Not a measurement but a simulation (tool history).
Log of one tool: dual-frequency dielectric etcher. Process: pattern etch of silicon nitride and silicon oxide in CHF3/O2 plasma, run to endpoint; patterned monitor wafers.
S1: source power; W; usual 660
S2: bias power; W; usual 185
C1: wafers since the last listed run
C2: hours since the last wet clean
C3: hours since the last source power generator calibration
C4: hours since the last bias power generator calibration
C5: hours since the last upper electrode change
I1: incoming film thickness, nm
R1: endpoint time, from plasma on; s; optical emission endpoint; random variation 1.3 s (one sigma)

run   hour   S1   S2   C1     C2      C3      C4      C5     I1     R1
  1    0.0  700  185    0   90.3  3008.6  5164.0  4839.7  318.6  204.3
  2   20.3  700  185  150  110.6  3028.9  5184.3  4860.0  322.1  207.1
  3   45.8  700  185  189  136.1  3054.4  5209.8  4885.5  315.9  204.4
  4   59.8  660  185  103  150.1  3068.4  5223.8  4899.5  319.9  213.2
  5  153.4  660  185  693  243.7  3162.0  5317.4  4993.1  322.5  217.2
  6  181.2  660  185  206  271.5  3189.8  5345.2  5020.9  319.2  214.3
  7  201.8  660  185  152  292.1  3210.4  5365.8  5041.5  318.9  213.2
  8  215.4  660  185  100  305.7  3224.0  5379.4  5055.1  321.7  218.4
  9  243.2  660  185  206  333.5  3251.8  5407.2  5082.9  319.1  219.1
     280.9  -- upper electrode replaced
 10  281.4  660  185  105  371.7  3290.0  5445.4     0.5  320.1  220.2
 11  288.6  660  185   53  378.9  3297.2  5452.6     7.7  318.9  216.1
     312.2  -- bias power generator calibrated
 12  322.9  660  164  224  413.2  3331.5    10.7    42.0  322.2  222.4
 13  339.8  660  164  125  430.1  3348.4    27.6    58.9  315.1  220.3
     347.2  -- source power generator calibrated
     389.1  -- wet clean of the chamber
 14  389.6  660  216  161    0.5    42.4    77.4   108.7  319.0  206.7
 15  390.0  660  216    2    0.9    42.8    77.8   109.1  321.2  210.1
 16  417.8  660  216  206   28.7    70.6   105.6   136.9  318.2  205.9
 17  445.6  660  206  206   56.5    98.4   133.4   164.7  322.3  212.5

The next listed run, before its measurement:
 18  475.4  730  228  220  86.3  128.2  163.2  194.5  318.9   ?

{"run 18": {"R1": 195.0}}
Without the tool's hidden state the same run would have given R1 191.8 s.
